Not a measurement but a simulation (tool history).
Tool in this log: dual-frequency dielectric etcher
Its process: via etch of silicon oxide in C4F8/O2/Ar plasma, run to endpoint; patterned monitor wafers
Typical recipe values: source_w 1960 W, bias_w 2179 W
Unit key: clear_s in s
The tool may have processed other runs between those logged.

| run | day | source_w | bias_w | wafers since the last listed run | hours since the last wet clean | hours since the last source power generator calibration | hours since the last bias power generator calibration | hours since the last upper electrode change | incoming incoming film thickness, nm | clear_s |
|---|---|---|---|---|---|---|---|---|---|---|
| 1 | 0 | 1960 | 2179 | 0 | 266.1 | 3915.5 | 2306.3 | 3835.2 | 1987.6 | 337.7 |
| 2 | 2.05 | 1960 | 2179 | 177 | 315.3 | 3964.7 | 2355.5 | 3884.4 | 1969.7 | 334.9 |
| 3 | 2.608 | 1960 | 2179 | 48 | 328.7 | 3978.1 | 2368.9 | 3897.8 | 1977.3 | 334.4 |
| 4 | 3.354 | 1960 | 2342 | 64 | 346.6 | 3996 | 2386.8 | 3915.7 | 1990.5 | 330.7 |
| 5 | 3.721 | 1960 | 2342 | 31 | 355.4 | 4004.8 | 2395.6 | 3924.5 | 1989.2 | 333.4 |
|  | 4.15 | bias power generator calibrated |
|  | 5.221 | upper electrode replaced, of another model than before |
|  | 6.067 | wet clean of the chamber |
|  | 6.071 | source power generator calibrated |
| 6 | 6.088 | 1960 | 2342 | 30 | 0.5 | 0.4 | 46.5 | 20.8 | 1980.7 | 344.3 |
| 7 | 6.104 | 1960 | 2179 | 1 | 0.9 | 0.8 | 46.9 | 21.2 | 1970.7 | 354.7 |
| 8 | 6.121 | 1960 | 1959 | 1 | 1.3 | 1.2 | 47.3 | 21.6 | 1984.8 | 368.8 |
| 9 | 6.142 | 2360 | 2179 | 1 | 1.8 | 1.7 | 47.8 | 22.1 | 1985.8 | 310.5 |
| 10 | 6.55 | 1480 | 1730 | 35 | 11.6 | 11.5 | 57.6 | 31.9 | 1975.6 | 492.5 |
| 11 | 7.246 | 1480 | 2360 | 60 | 28.3 | 28.2 | 74.3 | 48.6 | 1981.7 | 441.6 |
| 12 | 7.75 | 1960 | 2179 | 43 | 40.4 | 40.3 | 86.4 | 60.7 | 1986.1 | 353.6 |
| 13 | 8.342 | 1960 | 2342 | 51 | 54.6 | 54.5 | 100.6 | 74.9 | 2003.7 | 347.3 |
| 14 | 8.617 | 2420 | 2697 | 23 | 61.2 | 61.1 | 107.2 | 81.5 | 1972.7 | 281.2 |

Below are 4 alternative next runs, each starting from the tool's condition after run 14. Predict each:
| A | 8.638 | 1960 | 2348 | 1 | 61.7 | 61.6 | 107.7 | 82 | 1970.8 | ? |
| B | 8.638 | 1960 | 2374 | 1 | 61.7 | 61.6 | 107.7 | 82 | 1970.8 | ? |
| C | 8.638 | 2130 | 2464 | 1 | 61.7 | 61.6 | 107.7 | 82 | 1970.8 | ? |
| D | 8.638 | 2090 | 2600 | 1 | 61.7 | 61.6 | 107.7 | 82 | 1970.8 | ? |

| run | clear_s |
|---|---|
| A | 342.3 |
| B | 341 |
| C | 316.8 |
| D | 315.3 |
Take away the tool's hidden state, keep each run's random variation, and the runs would have read:
| run | clear_s |
|---|---|
| A | 344.3 |
| B | 343 |
| C | 318.6 |
| D | 317.2 |
